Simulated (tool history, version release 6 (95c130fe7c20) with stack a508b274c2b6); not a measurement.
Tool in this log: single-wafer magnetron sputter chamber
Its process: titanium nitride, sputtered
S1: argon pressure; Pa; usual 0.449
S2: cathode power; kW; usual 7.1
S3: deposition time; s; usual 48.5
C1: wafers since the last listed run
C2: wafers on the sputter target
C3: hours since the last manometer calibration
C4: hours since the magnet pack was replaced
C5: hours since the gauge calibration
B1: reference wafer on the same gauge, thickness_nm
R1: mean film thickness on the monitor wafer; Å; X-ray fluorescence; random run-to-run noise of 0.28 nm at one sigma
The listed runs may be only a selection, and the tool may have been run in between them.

run	hour	S1	S2	S3	C1	C2	C3	C4	C5	B1	R1
1	0	0.527	7.1	48.5	0	7260	811	8889.3	647.2	54.18	587.27
# hour 0.6: sputter target and shields replaced
2	63.6	0.527	7.1	48.5	1301	1301	874.6	8952.9	710.8	54.213	613.54
3	94.5	0.527	7.1	48.5	638	1939	905.5	8983.8	741.7	54.357	612.01
4	120.7	0.449	7.1	55.2	541	2480	931.7	9010	767.9	54.423	703.48
5	157.6	0.449	7.1	55.2	762	3243	968.6	9046.9	804.8	54.306	699.66
6	212.7	0.449	8.15	48.5	1138	4381	1023.7	9102	859.9	54.312	694.96
7	278.7	0.449	8.15	48.5	1363	5745	1089.7	9168	925.9	54.35	699.4
8	324.6	0.449	7.1	48.5	948	6693	1135.6	9213.9	971.8	54.324	600.7
# hour 344.9: sputter target and shields replaced
9	353.8	0.449	7.1	48.5	438	183	1164.8	9243.1	1001	54.278	623.32
# hour 413.6: capacitance manometer re-zeroed and calibrated
10	424.4	0.449	7.1	45.5	1293	1476	10.8	9313.7	1071.6	54.321	582.07
11	474.5	0.449	7.1	45.5	1035	2511	60.9	9363.8	1121.7	54.153	572.77
12	511.6	0.449	7.1	45.5	766	3278	98	9400.9	1158.8	54.314	573.36
13	576.3	0.449	7.1	48.5	1336	4614	162.7	9465.6	1223.5	54.27	606.93
# hour 603.1: magnet pack replaced
# hour 610.1: gauge calibrated
14	646.6	0.528	7.6	55.9	1287	5902	233	43.5	36.5	54.248	737.81
# hour 690.7: sputter target and shields replaced
15	705.2	0.612	5.45	54.9	1045	298	291.6	102.1	95.1	54.26	519.07
16	757.4	0.449	7.1	48.5	1078	1377	343.8	154.3	147.3	54.233	617.65
17	795.3	0.515	7.1	51.3	783	2160	381.7	192.2	185.2	54.323	642.36
18	838.8	0.622	8	45.7	898	3059	425.2	235.7	228.7	54.34	626.93

The next listed run, before its measurement:
19	877.4	0.355	5.35	41	797	3856	463.8	274.3	267.3	?	?

B1: 54.3
R1: 393.94 Å
Without the tool's hidden state the same run would have given R1 404.02 Å.

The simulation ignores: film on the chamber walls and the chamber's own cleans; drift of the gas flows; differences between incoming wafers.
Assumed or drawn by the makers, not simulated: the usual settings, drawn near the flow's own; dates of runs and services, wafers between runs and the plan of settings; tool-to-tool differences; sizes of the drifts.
